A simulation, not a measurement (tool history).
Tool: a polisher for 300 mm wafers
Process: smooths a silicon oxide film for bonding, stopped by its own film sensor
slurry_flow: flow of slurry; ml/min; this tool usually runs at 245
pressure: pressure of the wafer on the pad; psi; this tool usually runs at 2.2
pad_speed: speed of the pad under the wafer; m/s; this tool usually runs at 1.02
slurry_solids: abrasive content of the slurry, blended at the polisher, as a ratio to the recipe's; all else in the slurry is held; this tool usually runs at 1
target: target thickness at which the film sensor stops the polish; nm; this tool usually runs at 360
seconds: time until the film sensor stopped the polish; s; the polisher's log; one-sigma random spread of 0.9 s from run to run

| run | hour | slurry_flow | pressure | pad_speed | slurry_solids | target | wafers since the last listed run | wafers polished on this pad | hours since the slurry nozzle was cleaned | hours since the head pressure was calibrated | hours since the slurry blender was calibrated | incoming thickness of the incoming film, nm | seconds |
|---|---|---|---|---|---|---|---|---|---|---|---|---|---|
| 1 | 0 | 245 | 2.2 | 1.02 | 1 | 353 | 0 | 878 | 332.6 | 261 | 173.3 | 425.4 | 116.8 |
|  | 12.4 | slurry nozzle cleaned |
|  | 12.6 | worn pad replaced by a new one |
| 2 | 13.1 | 245 | 2.4 | 1.18 | 1 | 360 | 168 | 7 | 0.7 | 274.1 | 186.4 | 420.6 | 79.1 |
| 3 | 17 | 245 | 2.2 | 1.02 | 1 | 352 | 55 | 62 | 4.6 | 278 | 190.3 | 418.3 | 104.4 |
| 4 | 26.5 | 195 | 2.2 | 1.02 | 1 | 349 | 134 | 197 | 14.1 | 287.5 | 199.8 | 414 | 106.5 |
| 5 | 34 | 245 | 2.2 | 1.02 | 0.85 | 360 | 106 | 303 | 21.6 | 295 | 207.3 | 424.7 | 110.9 |
| 6 | 46.7 | 245 | 2.2 | 1.02 | 0.9 | 360 | 179 | 482 | 34.3 | 307.7 | 220 | 416.3 | 94.2 |
| 7 | 61.1 | 245 | 2.2 | 1.02 | 0.9 | 360 | 203 | 686 | 48.7 | 322.1 | 234.4 | 415.2 | 94.9 |
| 8 | 72.2 | 245 | 2.2 | 1.02 | 1 | 360 | 157 | 843 | 59.8 | 333.2 | 245.5 | 419.1 | 96.5 |
|  | 82.6 | worn pad replaced by a new one |
| 9 | 89.7 | 245 | 2.2 | 1.02 | 1 | 360 | 190 | 100 | 77.3 | 350.7 | 263 | 424.6 | 100 |
| 10 | 101.4 | 245 | 2.2 | 1.02 | 1 | 360 | 165 | 266 | 89 | 362.4 | 274.7 | 419.1 | 91.8 |
| 11 | 111.9 | 245 | 2.2 | 0.92 | 1 | 360 | 148 | 414 | 99.5 | 372.9 | 285.2 | 414 | 92.3 |
| 12 | 123.5 | 245 | 2.2 | 0.92 | 1 | 360 | 164 | 578 | 111.1 | 384.5 | 296.8 | 414.8 | 97.4 |
| 13 | 131.9 | 245 | 2.2 | 0.92 | 1 | 360 | 118 | 697 | 119.5 | 392.9 | 305.2 | 422.6 | 110.9 |
|  | 152.9 | worn pad replaced by a new one |
|  | 161.2 | slurry blender recalibrated |
|  | 165.4 | head pressure recalibrated |
| 14 | 181.2 | 245 | 2.5 | 1.02 | 1 | 360 | 584 | 344 | 168.8 | 15.8 | 20 | 417.7 | 85.4 |
| 15 | 195.8 | 245 | 2.5 | 1.02 | 1 | 360 | 206 | 550 | 183.4 | 30.4 | 34.6 | 422.4 | 94.6 |
| 16 | 208.5 | 280 | 2.8 | 1.22 | 1 | 360 | 179 | 730 | 196.1 | 43.1 | 47.3 | 421.3 | 72.8 |
|  | 222.3 | worn pad replaced by a new one |
| 17 | 222.8 | 245 | 2.6 | 0.92 | 1 | 360 | 145 | 6 | 210.4 | 57.4 | 61.6 | 427.3 | 100.1 |
| 18 | 239.6 | 245 | 2.2 | 0.88 | 1 | 360 | 237 | 244 | 227.2 | 74.2 | 78.4 | 415.9 | 98.1 |
| 19 | 249.5 | 245 | 1.6 | 1.02 | 1 | 360 | 140 | 384 | 237.1 | 84.1 | 88.3 | 424 | 121.5 |
| 20 | 260.1 | 210 | 2.2 | 1.16 | 0.75 | 339 | 149 | 534 | 247.7 | 94.7 | 98.9 | 423.4 | 148.7 |
| 21 | 272.4 | 245 | 2.6 | 1.02 | 1 | 360 | 173 | 708 | 260 | 107 | 111.2 | 414.2 | 78.2 |
| 22 | 286.6 | 245 | 2.2 | 1.02 | 0.85 | 360 | 200 | 909 | 274.2 | 121.2 | 125.4 | 423.3 | 115.8 |
|  | 295.2 | worn pad replaced by a new one |
|  | 297.3 | slurry nozzle cleaned |
| 23 | 303.5 | 320 | 2.2 | 0.9 | 1 | 360 | 168 | 103 | 6.2 | 138.1 | 142.3 | 415.8 | 93.7 |
| 24 | 321 | 245 | 2.2 | 1.02 | 1.2 | 375 | 247 | 350 | 23.7 | 155.6 | 159.8 | 418.5 | 61.5 |
| 25 | 327.1 | 245 | 3 | 0.9 | 1.2 | 367 | 86 | 437 | 29.8 | 161.7 | 165.9 | 421.4 | 70.1 |
| 26 | 336.9 | 215 | 2.2 | 1.02 | 1 | 360 | 138 | 575 | 39.6 | 171.5 | 175.7 | 420.2 | 97.1 |
| 27 | 345.4 | 245 | 2.2 | 1.3 | 0.75 | 360 | 120 | 696 | 48.1 | 180 | 184.2 | 418.3 | 93.4 |
|  | 360.4 | worn pad replaced by a new one |
| 28 | 360.9 | 245 | 2.2 | 1.02 | 1 | 360 | 162 | 7 | 63.6 | 195.5 | 199.7 | 413 | 81.1 |
| 29 | 371.5 | 245 | 2.2 | 1.02 | 1 | 360 | 149 | 157 | 74.2 | 206.1 | 210.3 | 415.6 | 86.1 |
| 30 | 379.8 | 245 | 2.2 | 1.02 | 1 | 360 | 117 | 274 | 82.5 | 214.4 | 218.6 | 422.5 | 99.7 |

Alternative continuations, all from the tool just after run 30; predict every row:
| A | 380.2 | 185 | 2.2 | 1.02 | 1 | 360 | 5 | 280 | 82.9 | 214.8 | 219 | 422.1 | ? |
| B | 380.2 | 285 | 2.2 | 1.02 | 1 | 360 | 5 | 280 | 82.9 | 214.8 | 219 | 422.1 | ? |
| C | 380.2 | 315 | 2.7 | 0.88 | 1 | 360 | 5 | 280 | 82.9 | 214.8 | 219 | 422.1 | ? |

| run | seconds |
|---|---|
| A | 101.9 |
| B | 96.3 |
| C | 94.5 |
Without the tool's unlogged condition, the same runs would have read:
| run | seconds |
|---|---|
| A | 99.2 |
| B | 93.8 |
| C | 92 |
